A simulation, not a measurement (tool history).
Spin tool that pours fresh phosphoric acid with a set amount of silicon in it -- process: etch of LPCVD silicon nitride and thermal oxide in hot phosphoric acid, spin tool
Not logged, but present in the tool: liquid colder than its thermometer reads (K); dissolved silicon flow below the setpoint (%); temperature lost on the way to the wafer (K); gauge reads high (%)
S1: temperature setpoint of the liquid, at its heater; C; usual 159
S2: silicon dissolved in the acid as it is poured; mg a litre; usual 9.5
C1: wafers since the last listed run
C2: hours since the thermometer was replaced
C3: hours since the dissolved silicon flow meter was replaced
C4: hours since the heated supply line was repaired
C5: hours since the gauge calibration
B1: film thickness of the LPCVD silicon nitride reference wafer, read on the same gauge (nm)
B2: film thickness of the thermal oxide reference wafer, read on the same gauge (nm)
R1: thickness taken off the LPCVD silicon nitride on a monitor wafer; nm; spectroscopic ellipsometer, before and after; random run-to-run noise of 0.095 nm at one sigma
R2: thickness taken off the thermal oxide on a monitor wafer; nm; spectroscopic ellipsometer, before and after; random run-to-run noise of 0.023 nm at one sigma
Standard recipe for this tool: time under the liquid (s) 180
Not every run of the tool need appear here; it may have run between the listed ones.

Run 1, hour 0: usual settings; C1 0; C2 2742.5; C3 145.1; C4 2869.4; C5 452.5; B1 100; B2 40.009. Result: R1 13.21 nm, R2 0.265 nm.
Run 2, hour 24.2: usual settings; C1 178; C2 2766.7; C3 169.3; C4 2893.6; C5 476.7; B1 99.99; B2 39.966. Result: R1 13.2 nm, R2 0.242 nm.
At hour 32: gauge calibrated.
Run 3, hour 54.4: usual settings; C1 223; C2 2796.9; C3 199.5; C4 2923.8; C5 22.4; B1 100.01; B2 40.003. Result: R1 13.21 nm, R2 0.272 nm.
Run 4, hour 85.4: usual settings; C1 229; C2 2827.9; C3 230.5; C4 2954.8; C5 53.4; B1 100; B2 39.987. Result: R1 13.17 nm, R2 0.276 nm.
Run 5, hour 119.2: usual settings; C1 249; C2 2861.7; C3 264.3; C4 2988.6; C5 87.2; B1 100; B2 40.007. Result: R1 13.01 nm, R2 0.256 nm.
At hour 127: thermometer replaced.
Run 6, hour 132.5: usual settings; C1 90; C2 5.5; C3 277.6; C4 3001.9; C5 100.5; B1 100.01; B2 39.966. Result: R1 13.08 nm, R2 0.259 nm.
Run 7, hour 166.5: usual settings; C1 251; C2 39.5; C3 311.6; C4 3035.9; C5 134.5; B1 100.02; B2 39.986. Result: R1 13.26 nm, R2 0.253 nm.
Run 8, hour 202.2: usual settings; C1 263; C2 75.2; C3 347.3; C4 3071.6; C5 170.2; B1 100; B2 40.027. Result: R1 13.15 nm, R2 0.259 nm.
Run 9, hour 218.7: usual settings but time under the liquid (s) 285; C1 121; C2 91.7; C3 363.8; C4 3088.1; C5 186.7; B1 99.99; B2 39.993. Result: R1 20.94 nm, R2 0.392 nm.
Run 10, hour 234.1: usual settings but S2 3.5 mg a litre; C1 113; C2 107.1; C3 379.2; C4 3103.5; C5 202.1; B1 100.01; B2 39.999. Result: R1 13.03 nm, R2 0.318 nm.
Run 11, hour 249.4: usual settings; C1 113; C2 122.4; C3 394.5; C4 3118.8; C5 217.4; B1 100; B2 40.007. Result: R1 13.15 nm, R2 0.244 nm.
Run 12, hour 274.1: usual settings but S1 161.5 C, S2 3 mg a litre; C1 182; C2 147.1; C3 419.2; C4 3143.5; C5 242.1; B1 99.99; B2 40.032. Result: R1 14.32 nm, R2 0.352 nm.
Run 13, hour 290: usual settings but S1 160.5 C, S2 7.5 mg a litre, time under the liquid (s) 135; C1 117; C2 163; C3 435.1; C4 3159.4; C5 258; B1 100; B2 39.999. Result: R1 10.41 nm, R2 0.228 nm.
At hour 307.8: heated supply line repaired.
Run 14, hour 309.7: usual settings but S1 161.5 C, time under the liquid (s) 125; C1 138; C2 182.7; C3 454.8; C4 1.9; C5 277.7; B1 100.03; B2 40.026. Result: R1 11.14 nm, R2 0.282 nm.
At hour 316.6: dissolved silicon flow meter replaced.
Run 15, hour 334.8: usual settings but S1 156.5 C, S2 7.5 mg a litre, time under the liquid (s) 215; C1 178; C2 207.8; C3 18.2; C4 27; C5 302.8; B1 99.99; B2 40.028. Result: R1 16.12 nm, R2 0.326 nm.
Run 16, hour 367.4: usual settings but S1 160 C, S2 16 mg a litre, time under the liquid (s) 75; C1 240; C2 240.4; C3 50.8; C4 59.6; C5 335.4; B1 100.01; B2 40.016. Result: R1 6.28 nm, R2 0.123 nm.
Run 17, hour 391.5: usual settings but S1 162 C, S2 3 mg a litre, time under the liquid (s) 135; C1 178; C2 264.5; C3 74.9; C4 83.7; C5 359.5; B1 100.02; B2 40.012. Result: R1 12.25 nm, R2 0.357 nm.
Run 18, hour 414.7: usual settings but S2 7 mg a litre; C1 171; C2 287.7; C3 98.1; C4 106.9; C5 382.7; B1 100.03; B2 39.993. Result: R1 14.82 nm, R2 0.383 nm.
Run 19, hour 446.9: usual settings; C1 237; C2 319.9; C3 130.3; C4 139.1; C5 414.9; B1 100.01; B2 39.987. Result: R1 14.87 nm, R2 0.305 nm.
Run 20, hour 476.7: usual settings but time under the liquid (s) 285; C1 220; C2 349.7; C3 160.1; C4 168.9; C5 444.7; B1 99.99; B2 39.993. Result: R1 23.06 nm, R2 0.523 nm.
Run 21, hour 503.4: usual settings but S2 15 mg a litre, time under the liquid (s) 245; C1 197; C2 376.4; C3 186.8; C4 195.6; C5 471.4; B1 100.01; B2 40.018. Result: R1 20.12 nm, R2 0.428 nm.
Run 22, hour 527.7: usual settings but S1 160 C, time under the liquid (s) 275; C1 179; C2 400.7; C3 211.1; C4 219.9; C5 495.7; B1 100.01; B2 39.979. Result: R1 23.19 nm, R2 0.481 nm.
Run 23, hour 558.4: usual settings; C1 226; C2 431.4; C3 241.8; C4 250.6; C5 526.4; B1 99.99; B2 39.994. Result: R1 14.64 nm, R2 0.329 nm.

Across each entry between runs, compare the hidden state at the last listed run before it with the hidden state at the first listed run after it:
Logged between run 2 and run 3: gauge calibrated (hour 32)
  temperature lost on the way to the wafer (K): 3.57 -> 3.61
  what was measured, less what the result would be without the hidden state, R1: -1.71 -> -1.73 nm; R2: -0.074 -> -0.085 nm
Logged between run 5 and run 6: thermometer replaced (hour 127)
  temperature lost on the way to the wafer (K): 3.69 -> 3.7
  what was measured, less what the result would be without the hidden state, R1: -1.74 -> -1.76 nm; R2: -0.082 -> -0.083 nm
Logged between run 13 and run 14: heated supply line repaired (hour 307.8)
  temperature lost on the way to the wafer (K): 3.9 -> 0.208
  what was measured, less what the result would be without the hidden state, R1: -1.46 -> -0.07 nm; R2: -0.076 -> -0.004 nm
Logged between run 14 and run 15: dissolved silicon flow meter replaced (hour 316.6)
  temperature lost on the way to the wafer (K): 0.208 -> 0.238
  what was measured, less what the result would be without the hidden state, R1: -0.07 -> -0.13 nm; R2: -0.004 -> -0.006 nm
